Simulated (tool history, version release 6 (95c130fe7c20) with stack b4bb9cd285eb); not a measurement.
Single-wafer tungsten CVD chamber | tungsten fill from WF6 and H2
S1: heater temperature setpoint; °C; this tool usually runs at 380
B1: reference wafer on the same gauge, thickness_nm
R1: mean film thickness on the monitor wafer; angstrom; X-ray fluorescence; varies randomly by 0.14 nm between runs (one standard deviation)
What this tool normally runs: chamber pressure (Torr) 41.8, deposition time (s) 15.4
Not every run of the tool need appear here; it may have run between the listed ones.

run 1 hour=0.0 | S1=380 chamber_pressure_(Torr)=41.8 deposition_time_(s)=15.4 | B1=35.194 | R1=323.22
run 2 hour=38.5 | S1=380 chamber_pressure_(Torr)=41.8 deposition_time_(s)=15.4 | B1=35.162 | R1=324.92
run 3 hour=123.8 | S1=380 chamber_pressure_(Torr)=41.8 deposition_time_(s)=15.4 | B1=35.252 | R1=328.34
-- hour=156.4 gauge calibrated
-- hour=162.7 capacitance manometer re-zeroed and calibrated
run 4 hour=191.3 | S1=380 chamber_pressure_(Torr)=41.8 deposition_time_(s)=15.4 | B1=35.258 | R1=324.02
run 5 hour=266.1 | S1=380 chamber_pressure_(Torr)=41.8 deposition_time_(s)=15.4 | B1=35.200 | R1=325.29
run 6 hour=332.2 | S1=380 chamber_pressure_(Torr)=41.8 deposition_time_(s)=15.4 | B1=35.160 | R1=324.96
run 7 hour=392.9 | S1=389 chamber_pressure_(Torr)=41.8 deposition_time_(s)=13.0 | B1=35.216 | R1=331.44
run 8 hour=430.3 | S1=380 chamber_pressure_(Torr)=39.2 deposition_time_(s)=14.1 | B1=35.196 | R1=290.44
run 9 hour=518.9 | S1=380 chamber_pressure_(Torr)=45.2 deposition_time_(s)=15.4 | B1=35.200 | R1=344.69
run 10 hour=619.0 | S1=380 chamber_pressure_(Torr)=45.2 deposition_time_(s)=15.4 | B1=35.169 | R1=342.76
run 11 hour=689.1 | S1=380 chamber_pressure_(Torr)=45.2 deposition_time_(s)=15.4 | B1=35.147 | R1=345.82
run 12 hour=763.8 | S1=380 chamber_pressure_(Torr)=49.9 deposition_time_(s)=15.4 | B1=35.117 | R1=362.52
-- hour=905.3 thermocouple changed; heater temperature recalibrated
run 13 hour=931.1 | S1=380 chamber_pressure_(Torr)=49.9 deposition_time_(s)=15.4 | B1=35.183 | R1=347.25
run 14 hour=1033.1 | S1=380 chamber_pressure_(Torr)=41.8 deposition_time_(s)=15.4 | B1=35.204 | R1=318.58
run 15 hour=1124.3 | S1=380 chamber_pressure_(Torr)=41.8 deposition_time_(s)=15.4 | B1=35.184 | R1=319.64
run 16 hour=1195.6 | S1=380 chamber_pressure_(Torr)=36.3 deposition_time_(s)=16.2 | B1=35.182 | R1=314.97
run 17 hour=1286.2 | S1=380 chamber_pressure_(Torr)=45.8 deposition_time_(s)=15.4 | B1=35.205 | R1=335.82
run 18 hour=1386.0 | S1=369 chamber_pressure_(Torr)=48.0 deposition_time_(s)=15.4 | B1=35.132 | R1=279.22
run 19 hour=1427.8 | S1=380 chamber_pressure_(Torr)=41.8 deposition_time_(s)=15.4 | B1=35.174 | R1=322.32
run 20 hour=1479.0 | S1=380 chamber_pressure_(Torr)=41.8 deposition_time_(s)=15.4 | B1=35.216 | R1=324.85
run 21 hour=1517.3 | S1=380 chamber_pressure_(Torr)=41.8 deposition_time_(s)=15.4 | B1=35.256 | R1=321.89
run 22 hour=1593.5 | S1=380 chamber_pressure_(Torr)=41.8 deposition_time_(s)=15.4 | B1=35.155 | R1=323.77
-- hour=1652.6 showerhead replaced, of another model than before
run 23 hour=1672.1 | S1=368 chamber_pressure_(Torr)=41.8 deposition_time_(s)=15.4 | B1=35.154 | R1=255.20
run 24 hour=1740.0 | S1=380 chamber_pressure_(Torr)=49.2 deposition_time_(s)=15.4 | B1=35.245 | R1=340.23
-- hour=1760.3 gauge calibrated
run 25 hour=1818.7 | S1=394 chamber_pressure_(Torr)=36.4 deposition_time_(s)=15.4 | B1=35.222 | R1=413.77
run 26 hour=1925.4 | S1=372 chamber_pressure_(Torr)=41.8 deposition_time_(s)=15.4 | B1=35.152 | R1=276.53
run 27 hour=2013.9 | S1=392 chamber_pressure_(Torr)=32.5 deposition_time_(s)=17.4 | B1=35.207 | R1=437.80
-- hour=2036.7 capacitance manometer re-zeroed and calibrated
run 28 hour=2058.9 | S1=380 chamber_pressure_(Torr)=41.8 deposition_time_(s)=14.3 | B1=35.164 | R1=304.02
run 29 hour=2147.6 | S1=387 chamber_pressure_(Torr)=51.9 deposition_time_(s)=17.7 | B1=35.246 | R1=462.54

Estimate the outcome of run 30 from the log above:
-- hour=2179.1 thermocouple changed; heater temperature recalibrated
run 30 hour=2211.5 | S1=380 chamber_pressure_(Torr)=41.8 deposition_time_(s)=15.4 | B1=? | R1=?

Run 30 yielded B1 35.185, R1 320.46 angstrom.
With no hidden state in the tool, this same run would have given R1 318.98 angstrom.
